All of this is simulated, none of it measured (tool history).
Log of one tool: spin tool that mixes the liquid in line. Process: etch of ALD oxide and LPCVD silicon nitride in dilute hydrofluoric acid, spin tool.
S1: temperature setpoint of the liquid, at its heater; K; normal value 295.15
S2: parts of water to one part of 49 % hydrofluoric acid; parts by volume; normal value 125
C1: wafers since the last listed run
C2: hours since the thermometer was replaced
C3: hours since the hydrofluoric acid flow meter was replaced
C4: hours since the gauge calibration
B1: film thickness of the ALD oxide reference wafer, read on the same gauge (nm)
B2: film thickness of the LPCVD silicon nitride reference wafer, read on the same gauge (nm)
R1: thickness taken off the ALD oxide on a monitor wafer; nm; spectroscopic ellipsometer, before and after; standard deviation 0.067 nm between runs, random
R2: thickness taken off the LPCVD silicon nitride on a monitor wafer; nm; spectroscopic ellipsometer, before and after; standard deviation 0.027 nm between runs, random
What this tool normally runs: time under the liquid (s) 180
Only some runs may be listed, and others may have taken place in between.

run 1 hour=0.0 | S1=295.15 S2=125 time_under_the_liquid_(s)=180 | C1=0 C2=77.4 C3=69.8 C4=377.1 | B1=90.01 B2=149.998 | R1=18.17 R2=0.626
run 2 hour=11.6 | S1=298.65 S2=150 time_under_the_liquid_(s)=180 | C1=103 C2=89.0 C3=81.4 C4=388.7 | B1=89.98 B2=150.009 | R1=16.88 R2=0.691
run 3 hour=24.5 | S1=298.65 S2=180 time_under_the_liquid_(s)=105 | C1=114 C2=101.9 C3=94.3 C4=401.6 | B1=90.01 B2=149.995 | R1=7.98 R2=0.336
run 4 hour=40.5 | S1=299.15 S2=105 time_under_the_liquid_(s)=275 | C1=142 C2=117.9 C3=110.3 C4=417.6 | B1=89.98 B2=150.006 | R1=39.83 R2=1.520
run 5 hour=54.2 | S1=295.15 S2=175 time_under_the_liquid_(s)=270 | C1=121 C2=131.6 C3=124.0 C4=431.3 | B1=90.01 B2=150.002 | R1=18.65 R2=0.636
run 6 hour=65.7 | S1=295.15 S2=105 time_under_the_liquid_(s)=180 | C1=102 C2=143.1 C3=135.5 C4=442.8 | B1=90.00 B2=150.012 | R1=22.40 R2=0.771
run 7 hour=103.9 | S1=292.65 S2=125 time_under_the_liquid_(s)=275 | C1=339 C2=181.3 C3=173.7 C4=481.0 | B1=90.00 B2=149.992 | R1=25.50 R2=0.840
run 8 hour=116.6 | S1=295.15 S2=125 time_under_the_liquid_(s)=180 | C1=112 C2=194.0 C3=186.4 C4=493.7 | B1=90.02 B2=150.001 | R1=18.38 R2=0.662
run 9 hour=128.9 | S1=295.15 S2=125 time_under_the_liquid_(s)=240 | C1=109 C2=206.3 C3=198.7 C4=506.0 | B1=89.99 B2=149.992 | R1=24.60 R2=0.765
run 10 hour=135.2 | S1=295.15 S2=125 time_under_the_liquid_(s)=180 | C1=55 C2=212.6 C3=205.0 C4=512.3 | B1=89.99 B2=149.977 | R1=18.48 R2=0.615
run 11 hour=143.4 | S1=298.15 S2=105 time_under_the_liquid_(s)=255 | C1=72 C2=220.8 C3=213.2 C4=520.5 | B1=89.99 B2=150.002 | R1=36.09 R2=1.171
run 12 hour=156.4 | S1=292.65 S2=125 time_under_the_liquid_(s)=150 | C1=115 C2=233.8 C3=226.2 C4=533.5 | B1=90.00 B2=150.004 | R1=13.96 R2=0.472
run 13 hour=204.8 | S1=295.15 S2=180 time_under_the_liquid_(s)=180 | C1=429 C2=282.2 C3=274.6 C4=581.9 | B1=90.01 B2=150.014 | R1=12.26 R2=0.440
run 14 hour=219.2 | S1=295.15 S2=125 time_under_the_liquid_(s)=180 | C1=127 C2=296.6 C3=289.0 C4=596.3 | B1=89.99 B2=150.015 | R1=18.73 R2=0.658
-- hour=223.8 gauge calibrated
run 15 hour=235.3 | S1=298.65 S2=150 time_under_the_liquid_(s)=95 | C1=143 C2=312.7 C3=305.1 C4=11.5 | B1=90.00 B2=149.993 | R1=9.18 R2=0.362
run 16 hour=243.9 | S1=297.15 S2=125 time_under_the_liquid_(s)=180 | C1=76 C2=321.3 C3=313.7 C4=20.1 | B1=89.99 B2=149.994 | R1=20.34 R2=0.735
run 17 hour=260.1 | S1=295.15 S2=185 time_under_the_liquid_(s)=225 | C1=143 C2=337.5 C3=329.9 C4=36.3 | B1=90.00 B2=150.020 | R1=14.80 R2=0.501
run 18 hour=271.2 | S1=295.15 S2=125 time_under_the_liquid_(s)=180 | C1=98 C2=348.6 C3=341.0 C4=47.4 | B1=90.04 B2=149.989 | R1=18.85 R2=0.692
run 19 hour=278.6 | S1=296.65 S2=125 time_under_the_liquid_(s)=150 | C1=65 C2=356.0 C3=348.4 C4=54.8 | B1=90.00 B2=149.984 | R1=16.80 R2=0.613
run 20 hour=287.2 | S1=299.15 S2=70 time_under_the_liquid_(s)=180 | C1=76 C2=364.6 C3=357.0 C4=63.4 | B1=89.99 B2=150.024 | R1=42.05 R2=1.416
run 21 hour=298.7 | S1=295.15 S2=125 time_under_the_liquid_(s)=180 | C1=102 C2=376.1 C3=368.5 C4=74.9 | B1=89.97 B2=150.005 | R1=18.85 R2=0.601
run 22 hour=313.3 | S1=299.65 S2=125 time_under_the_liquid_(s)=180 | C1=129 C2=390.7 C3=383.1 C4=89.5 | B1=90.00 B2=150.013 | R1=22.63 R2=0.882
run 23 hour=327.2 | S1=297.65 S2=140 time_under_the_liquid_(s)=265 | C1=123 C2=404.6 C3=397.0 C4=103.4 | B1=90.00 B2=150.018 | R1=27.00 R2=1.076
run 24 hour=337.0 | S1=295.15 S2=90 time_under_the_liquid_(s)=140 | C1=87 C2=414.4 C3=406.8 C4=113.2 | B1=90.01 B2=149.994 | R1=21.27 R2=0.724
run 25 hour=344.7 | S1=293.65 S2=145 time_under_the_liquid_(s)=180 | C1=68 C2=422.1 C3=414.5 C4=120.9 | B1=90.00 B2=150.002 | R1=15.00 R2=0.522
run 26 hour=362.1 | S1=295.15 S2=125 time_under_the_liquid_(s)=180 | C1=154 C2=439.5 C3=431.9 C4=138.3 | B1=90.00 B2=150.013 | R1=19.10 R2=0.695

Predict each of these 4 candidate next runs independently; none follows another, all start after run 26:
run A hour=362.6 | S1=298.15 S2=125 time_under_the_liquid_(s)=180 | C1=4 C2=440.0 C3=432.4 C4=138.8 | B1=? B2=? | R1=? R2=?
run B hour=362.6 | S1=290.15 S2=75 time_under_the_liquid_(s)=180 | C1=4 C2=440.0 C3=432.4 C4=138.8 | B1=? B2=? | R1=? R2=?
run C hour=362.6 | S1=296.65 S2=145 time_under_the_liquid_(s)=240 | C1=4 C2=440.0 C3=432.4 C4=138.8 | B1=? B2=? | R1=? R2=?
run D hour=362.6 | S1=296.65 S2=170 time_under_the_liquid_(s)=135 | C1=4 C2=440.0 C3=432.4 C4=138.8 | B1=? B2=? | R1=? R2=?

run=A B1=90.00 B2=150.016 R1=21.48 R2=0.829
run=B B1=90.00 B2=150.016 R1=27.42 R2=0.800
run=C B1=90.00 B2=150.016 R1=22.77 R2=0.867
run=D B1=90.00 B2=150.016 R1=10.62 R2=0.416
The same runs, with their run-to-run variation unchanged, on a tool lacking any hidden condition would have given:
run=A R1=20.25 R2=0.768
run=B R1=25.81 R2=0.738
run=C R1=21.46 R2=0.803
run=D R1=10.01 R2=0.386

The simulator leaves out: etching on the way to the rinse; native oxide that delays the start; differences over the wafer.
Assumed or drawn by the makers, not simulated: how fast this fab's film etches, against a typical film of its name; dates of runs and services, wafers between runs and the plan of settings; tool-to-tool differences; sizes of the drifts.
